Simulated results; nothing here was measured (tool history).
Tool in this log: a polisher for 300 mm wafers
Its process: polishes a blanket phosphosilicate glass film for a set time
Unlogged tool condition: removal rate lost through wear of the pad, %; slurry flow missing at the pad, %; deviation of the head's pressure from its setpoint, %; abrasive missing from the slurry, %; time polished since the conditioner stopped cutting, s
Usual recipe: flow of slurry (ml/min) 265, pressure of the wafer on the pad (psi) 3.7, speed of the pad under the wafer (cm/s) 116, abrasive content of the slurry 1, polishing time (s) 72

run   hour  flow of slurry (ml/min)  pressure of the wafer on the pad (psi)  speed of the pad under the wafer (cm/s)  abrasive content of the slurry  polishing time (s)  wafers since the last listed run  wafers polished on this pad  hours since the slurry nozzle was cleaned  hours since the head pressure was calibrated  hours since the slurry blender was calibrated  hours since the conditioning disc was replaced  incoming thickness of the incoming film, nm  film removed (Å)
  1      0                      265                                     3.7                                      116                               1                  72                                 0                         1053                                      468.6                                        1045.6                                          121.2                                           163.3                                         4806              7169
       3.5  -- conditioning disc replaced and pad reconditioned
      22.2  -- worn pad replaced by a new one
  2     30                      265                                     3.7                                      116                               1                  72                               332                          108                                      498.6                                        1075.6                                          151.2                                            26.5                                       4731.9              7207
      39.6  -- slurry blender recalibrated
  3   44.3                      265                                     3.7                                      116                               1                  72                               170                          278                                      512.9                                        1089.9                                            4.7                                            40.8                                       4811.8              7166
  4   72.8                      265                                     3.7                                      116                               1                  72                               394                          673                                      541.4                                        1118.4                                           33.2                                            69.3                                       4692.2              7123
       105  -- worn pad replaced by a new one
  5  130.4                      265                                     3.7                                      116                               1                  72                               742                          351                                        599                                          1176                                           90.8                                           126.9                                         4793              7198
  6    159                      265                                     3.7                                      116                            1.25                  72                               396                          747                                      627.6                                        1204.6                                          119.4                                           155.5                                       4747.9              7925
     173.8  -- conditioning disc replaced and pad reconditioned
  7  189.1                      265                                     3.7                                      116                            1.25                  72                               389                         1136                                      657.7                                        1234.7                                          149.5                                            15.3                                       4727.2              7893
     200.7  -- slurry blender recalibrated
     204.5  -- worn pad replaced by a new one
  8    205                      265                                     3.7                                      116                            1.25                  72                               139                            7                                      673.6                                        1250.6                                            4.3                                            31.2                                         4830              7783
  9  240.4                      290                                     3.1                                      116                               1                  72                               490                          497                                        709                                          1286                                           39.7                                            66.6                                       4737.3              6178
 10  256.1                      265                                     4.7                                      116                               1                  72                               217                          714                                      724.7                                        1301.7                                           55.4                                            82.3                                       4736.4              8878
     267.1  -- head pressure recalibrated
 11  274.2                      265                                     3.7                                      116                               1                  72                               222                          937                                      742.8                                           7.1                                           73.5                                           100.4                                       4740.8              7199
     305.4  -- worn pad replaced by a new one
     325.7  -- slurry nozzle cleaned
     339.9  -- conditioning disc replaced and pad reconditioned
 12  347.8                      265                                     3.7                                      116                               1                  52                               922                          545                                       22.1                                          80.7                                          147.1                                             7.9                                         4711              5195
 13  360.8                      235                                     2.8                                       84                               1                  51                               180                          725                                       35.1                                          93.7                                          160.1                                            20.9                                       4748.9              3039
       387  -- worn pad replaced by a new one
 14  393.5                      265                                     3.7                                      116                               1                  72                               397                           90                                       67.8                                         126.4                                          192.8                                            53.6                                       4773.4              7132
       396  -- slurry blender recalibrated
 15  408.4                      265                                     3.7                                      116                               1                  72                               178                          268                                       82.7                                         141.3                                           12.4                                            68.5                                       4739.9              7330

The next listed run, before its measurement:
 16  436.2                      265                                     3.7                                      144                               1                  72                               384                          653                                      110.5                                         169.1                                           40.2                                            96.3                                       4824.6                 ?

film removed (Å): 8471
Had the tool carried no hidden state, the very same run would have given film removed (Å) 8471.
